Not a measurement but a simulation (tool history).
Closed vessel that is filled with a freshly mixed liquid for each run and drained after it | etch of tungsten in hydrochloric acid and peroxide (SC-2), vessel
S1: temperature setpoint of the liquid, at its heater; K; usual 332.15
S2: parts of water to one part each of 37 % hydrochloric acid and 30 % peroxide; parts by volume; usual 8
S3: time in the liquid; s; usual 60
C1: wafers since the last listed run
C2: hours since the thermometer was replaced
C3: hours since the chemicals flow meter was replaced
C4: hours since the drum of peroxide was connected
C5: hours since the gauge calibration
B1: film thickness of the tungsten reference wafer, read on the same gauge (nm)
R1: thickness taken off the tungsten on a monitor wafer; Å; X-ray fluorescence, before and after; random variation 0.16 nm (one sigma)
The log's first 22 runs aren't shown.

At hour 1168.6: new drum of peroxide connected.
Run 23, hour 1187: usual settings but S1 323.65 K; C1 3694; C2 151; C3 479.9; C4 18.4; C5 800.5; B1 140.03. Result: R1 121 Å.
Run 24, hour 1251.5: usual settings but S1 337.65 K; C1 5956; C2 215.5; C3 544.4; C4 82.9; C5 865; B1 139.97. Result: R1 288.6 Å.
Run 25, hour 1322.9: usual settings but S1 337.15 K; C1 6594; C2 286.9; C3 615.8; C4 154.3; C5 936.4; B1 140.01. Result: R1 282.4 Å.
Run 26, hour 1356.1: usual settings but S1 323.65 K, S2 10 parts by volume, S3 35 s; C1 3066; C2 320.1; C3 649; C4 187.5; C5 969.6; B1 140.02. Result: R1 57.7 Å.
Run 27, hour 1393.3: usual settings but S1 337.15 K, S2 11.5 parts by volume; C1 3435; C2 357.3; C3 686.2; C4 224.7; C5 1006.8; B1 140.01. Result: R1 209.7 Å.
Run 28, hour 1441.6: usual settings but S1 334.65 K, S3 70 s; C1 4460; C2 405.6; C3 734.5; C4 273; C5 1055.1; B1 139.99. Result: R1 286.5 Å.
Run 29, hour 1513.1: usual settings but S1 339.15 K, S3 95 s; C1 6603; C2 477.1; C3 806; C4 344.5; C5 1126.6; B1 139.98. Result: R1 511 Å.
Run 30, hour 1567: usual settings but S1 322.65 K, S2 9 parts by volume, S3 95 s; C1 4978; C2 531; C3 859.9; C4 398.4; C5 1180.5; B1 140.01. Result: R1 161.3 Å.
Run 31, hour 1602.3: usual settings but S1 323.65 K, S2 10 parts by volume, S3 35 s; C1 3260; C2 566.3; C3 895.2; C4 433.7; C5 1215.8; B1 140.03. Result: R1 58.4 Å.

3 ways to go on from here, each from the tool as it stands after run 31. What would each give?
Run A, hour 1603: usual settings; C1 64; C2 567; C3 895.9; C4 434.4; C5 1216.5; B1 ?. Result: R1 ?.
Run B, hour 1603: usual settings but S1 324.15 K, S2 11 parts by volume, S3 30 s; C1 64; C2 567; C3 895.9; C4 434.4; C5 1216.5; B1 ?. Result: R1 ?.
Run C, hour 1603: usual settings but S2 7 parts by volume; C1 64; C2 567; C3 895.9; C4 434.4; C5 1216.5; B1 ?. Result: R1 ?.

run   B1     R1
  A  140  209.7
  B  140   48.2
  C  140  232.6
Without the tool's hidden state the same runs would have given:
run     R1
  A  203.5
  B   46.7
  C  226.2
